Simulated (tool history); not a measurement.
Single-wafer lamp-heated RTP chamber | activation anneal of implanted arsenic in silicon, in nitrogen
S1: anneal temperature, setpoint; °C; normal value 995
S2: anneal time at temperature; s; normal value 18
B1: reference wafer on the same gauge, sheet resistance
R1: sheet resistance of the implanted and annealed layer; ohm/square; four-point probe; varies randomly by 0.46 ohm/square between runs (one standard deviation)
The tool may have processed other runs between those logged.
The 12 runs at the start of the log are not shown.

-- hour=994.9 reflector plate cleaned
run 13 hour=1026.4 | S1=995 S2=12 | B1=111.14 | R1=128.13
run 14 hour=1066.5 | S1=1006 S2=8 | B1=111.21 | R1=128.39
run 15 hour=1239.3 | S1=995 S2=18 | B1=110.93 | R1=123.46
run 16 hour=1304.4 | S1=995 S2=18 | B1=110.99 | R1=123.47
run 17 hour=1374.2 | S1=995 S2=18 | B1=110.97 | R1=123.63
-- hour=1458.2 gauge calibrated
-- hour=1528.5 pyrometer window cleaned and pyrometer calibrated
run 18 hour=1550.8 | S1=973 S2=15 | B1=111.01 | R1=129.77
run 19 hour=1610.1 | S1=1008 S2=26 | B1=111.07 | R1=118.02
run 20 hour=1688.8 | S1=973 S2=15 | B1=110.93 | R1=129.54
run 21 hour=1749.9 | S1=983 S2=18 | B1=110.88 | R1=125.56
-- hour=1773.4 reflector plate cleaned
run 22 hour=1822.1 | S1=977 S2=29 | B1=111.06 | R1=124.96
run 23 hour=1898.5 | S1=982 S2=8 | B1=110.97 | R1=135.5
run 24 hour=1942.9 | S1=995 S2=18 | B1=110.98 | R1=124.04
run 25 hour=2026.3 | S1=980 S2=27 | B1=110.94 | R1=124.19
run 26 hour=2068.2 | S1=1015 S2=27 | B1=110.83 | R1=118.08
run 27 hour=2109.5 | S1=995 S2=18 | B1=111.1 | R1=123.88
run 28 hour=2188.9 | S1=1017 S2=15 | B1=111.13 | R1=120.59
run 29 hour=2292.7 | S1=995 S2=18 | B1=110.98 | R1=122.77
-- hour=2312.4 pyrometer window cleaned and pyrometer calibrated
run 30 hour=2396.4 | S1=995 S2=18 | B1=111.04 | R1=123.52
-- hour=2433.5 reflector plate cleaned
run 31 hour=2469.2 | S1=970 S2=28 | B1=111.04 | R1=127.56
run 32 hour=2542.2 | S1=972 S2=27 | B1=111.01 | R1=126.35

Run 33 is up next; what results do you expect?
run 33 hour=2611.4 | S1=1024 S2=11 | B1=? | R1=?

{"run 33": {"B1": 110.95, "R1": 122.19}}
On a tool with no hidden condition, and with the same random variation, this run would have come out at R1 122.62 ohm/square.
